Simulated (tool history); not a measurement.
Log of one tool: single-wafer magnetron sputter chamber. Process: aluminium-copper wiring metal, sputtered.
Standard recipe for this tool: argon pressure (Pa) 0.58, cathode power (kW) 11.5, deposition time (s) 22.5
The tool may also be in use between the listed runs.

run    hour  argon pressure (Pa)  cathode power (kW)  deposition time (s)  read-back reference wafer on the same gauge, thickness_nm  mean film thickness on the monitor wafer (Å)
  1       0                 0.58                11.5                 22.5                                                    468.551                                       4495.71
  2   107.2                 0.58                11.5                 22.5                                                    467.876                                       4528.17
  3   156.9                 0.58                11.5                 22.5                                                    467.859                                        4527.9
  4   204.6                 0.58                  10                 22.5                                                    467.849                                       3955.22
  5   295.8                 0.58                  10                 22.5                                                    467.575                                       3912.32
  6   349.4                 0.58                11.5                 22.5                                                    468.117                                       4534.18
  7   442.8                 0.58                11.5                 22.5                                                    467.699                                        4532.1
  8   493.9                 0.58                11.5                 22.5                                                    468.298                                       4539.86
  9   537.2                 0.58                11.5                 19.7                                                    467.797                                       3949.27
 10   639.6                 0.58                11.5                 22.5                                                     468.09                                       4521.17
 11   692.2                 0.58                11.5                 22.5                                                    467.016                                       4497.52
 12   748.9                0.785               13.95                 24.4                                                    468.206                                       5232.51
 13   848.2                 0.58                11.5                 18.7                                                    467.862                                       3760.59
 14   892.9                 0.58                11.5                 22.5                                                    467.736                                       4515.17
 15   976.6                0.722               13.35                 20.8                                                    468.455                                       4450.97
 16  1017.8                 0.58               14.05                 18.7                                                    468.077                                       4583.06
 17    1115                 0.58                11.5                 22.5                                                    467.988                                       4520.58
 18  1160.1                 0.58                 8.8                 18.9                                                    467.809                                       2865.78
 19  1222.5                0.776               13.55                   19                                                    467.918                                       4005.36

Between the runs listed above, the log contained 8 entries, not reproduced here. Where in the sequence does each belong, and how does what the log doesn't record of the tool's condition differ from the listed run before to the listed run after?
Run 2 -> run 3: sputter target and shields replaced (hour 145.2)
  the hidden state is the same at both runs
Run 6 -> run 7: sputter target and shields replaced (hour 424.3); capacitance manometer re-zeroed and calibrated (hour 436.9)
  the hidden state is the same at both runs
Run 10 -> run 11: magnet pack replaced (hour 684.6); sputter target and shields replaced (hour 691.7)
  the hidden state is the same at both runs
Run 12 -> run 13: gauge calibrated (hour 819.3)
  the hidden state is the same at both runs
Run 14 -> run 15: sputter target and shields replaced (hour 903.6)
  the hidden state is the same at both runs
Run 17 -> run 18: sputter target and shields replaced (hour 1156.7)
  the hidden state is the same at both runs

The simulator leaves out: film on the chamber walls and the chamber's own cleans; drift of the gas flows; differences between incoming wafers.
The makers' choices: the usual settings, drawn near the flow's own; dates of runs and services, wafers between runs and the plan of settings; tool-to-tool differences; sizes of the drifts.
